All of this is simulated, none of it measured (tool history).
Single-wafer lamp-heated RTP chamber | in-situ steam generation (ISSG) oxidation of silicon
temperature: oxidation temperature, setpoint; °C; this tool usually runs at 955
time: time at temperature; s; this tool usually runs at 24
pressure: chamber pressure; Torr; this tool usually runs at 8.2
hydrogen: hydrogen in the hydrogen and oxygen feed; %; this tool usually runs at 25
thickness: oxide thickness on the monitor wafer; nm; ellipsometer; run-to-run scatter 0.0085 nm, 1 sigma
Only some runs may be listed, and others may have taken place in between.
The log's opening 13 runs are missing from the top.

run	hour	temperature	time	pressure	hydrogen	wafers since the last listed run	wafers since the last pyrometer calibration	hours since the pressure gauge was zeroed	hours since the hydrogen flow controller was replaced	hours since the gauge calibration	read-back reference wafer on the same gauge, thickness	thickness
14	711.2	955	24	7.9	25	311	1466	2337.8	2347.8	1294.5	4.570	5.768
15	752.8	955	24	7.9	25	241	1707	2379.4	2389.4	1336.1	4.570	5.780
# hour 788.2: gauge calibrated
16	791.4	955	33	8.2	25	224	1932	2418.0	2428.0	3.2	4.569	6.656
17	843.6	955	21	8.2	25	303	2236	2470.2	2480.2	55.4	4.570	5.472
18	912.1	955	24	8.2	25	398	2634	2538.7	2548.7	123.9	4.570	5.798
# hour 975.3: pressure gauge zeroed
19	975.8	944	32	7.6	31	323	2958	0.5	2612.4	187.6	4.569	6.726
# hour 1003.7: pyrometer window cleaned and pyrometer calibrated
20	1083.4	955	24	8.2	25	579	463	108.1	2720.0	295.2	4.571	5.738
21	1150.8	955	20	9.5	25	391	855	175.5	2787.4	362.6	4.570	5.243
22	1201.3	951	19	8.2	25	293	1149	226.0	2837.9	413.1	4.570	5.160
23	1270.0	961	33	9.5	28	399	1548	294.7	2906.6	481.8	4.569	6.832
24	1328.4	946	15	8.8	29	339	1888	353.1	2965.0	540.2	4.571	4.801
25	1366.9	970	24	8.2	17	223	2112	391.6	3003.5	578.7	4.569	5.587
# hour 1389.2: hydrogen flow controller replaced
26	1423.2	961	27	7.0	29	280	2393	447.9	34.0	635.0	4.571	6.402
# hour 1518.8: pyrometer window cleaned and pyrometer calibrated
27	1543.2	955	30	9.4	25	651	141	567.9	154.0	755.0	4.571	6.188
28	1568.7	945	24	8.2	30	148	290	593.4	179.5	780.5	4.570	5.773
29	1622.8	955	24	8.2	25	314	604	647.5	233.6	834.6	4.570	5.693
30	1818.6	945	24	8.2	32	1138	1743	843.3	429.4	1030.4	4.571	5.893
31	1849.6	955	24	6.9	25	180	1923	874.3	460.4	1061.4	4.569	5.727

Here are 4 independent what-if runs from the current tool condition. What would each one return?
A	1850.0	955	24	8.2	25	2	1926	874.7	460.8	1061.8	?	?
B	1850.0	955	20	7.5	25	2	1926	874.7	460.8	1061.8	?	?
C	1850.0	955	24	7.5	25	2	1926	874.7	460.8	1061.8	?	?
D	1850.0	955	33	8.2	32	2	1926	874.7	460.8	1061.8	?	?

run	read-back reference wafer on the same gauge, thickness	thickness
A	4.569	5.735
B	4.569	5.326
C	4.569	5.747
D	4.569	7.007
Had the tool no hidden state, the same runs would have come out as:
run	thickness
A	5.687
B	5.283
C	5.698
D	6.945
